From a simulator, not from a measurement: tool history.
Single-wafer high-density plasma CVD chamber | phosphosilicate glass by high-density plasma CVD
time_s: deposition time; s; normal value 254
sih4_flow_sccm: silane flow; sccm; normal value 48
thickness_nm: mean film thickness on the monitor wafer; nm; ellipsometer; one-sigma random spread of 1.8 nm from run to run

run	hour	time_s	sih4_flow_sccm	read-back reference wafer on the same gauge, thickness_nm	thickness_nm
1	0	254	51	1340.934	1204.176
2	6.3	254	51	1339.879	1202.466
3	19	254	51	1340.748	1200.747
4	34.5	254	48	1340.733	1139.088
5	47.2	254	48	1340.332	1138.42
6	64.3	254	48	1339.759	1139.478
7	73.4	254	48	1339.148	1140.077
8	87.6	254	48	1339.431	1141.236
9	100.9	254	48	1339.604	1139.028
10	113.7	274	48	1339.555	1227.896
# hour 117.4: gauge calibrated
11	124.2	276	48	1340.603	1236.99
12	138.7	276	48	1340.321	1239.717
# hour 188.9: silane flow controller replaced
13	189.4	254	48	1340.058	1185.448
14	205.1	223	45	1339.934	981.838
15	219.3	254	56	1339.945	1355.634
16	236.5	254	48	1340.229	1181.764
17	251	217	48	1340.774	1006.829
18	259.7	204	48	1339.913	945.438
19	273.6	232	48	1340.379	1078.258
20	284.9	254	48	1340.256	1176.989
21	295.6	211	55	1340.216	1103.565
22	309.1	284	52	1340.027	1408.691
23	316.2	278	43	1339.4	1171.898
24	322.4	225	41	1339.926	910.722
25	339	297	48	1341.255	1374.123
26	353.9	254	48	1339.659	1176.221
27	371.8	303	52	1340.35	1500.807

Consider 5 possible next runs. They are alternatives, not a sequence: every one starts from the tool as it was left by run 27. What does each give?
A	372.3	275	48	?	?
B	372.3	205	48	?	?
C	372.3	301	53	?	?
D	372.3	270	48	?	?
E	372.3	225	45	?	?

run	read-back reference wafer on the same gauge, thickness_nm	thickness_nm
A	1340.171	1268.833
B	1340.171	945.857
C	1340.171	1513.953
D	1340.171	1245.763
E	1340.171	982.002
Take away the tool's hidden state, keep each run's random variation, and the runs would have read:
run	thickness_nm
A	1288.37
B	960.421
C	1537.265
D	1264.945
E	997.123
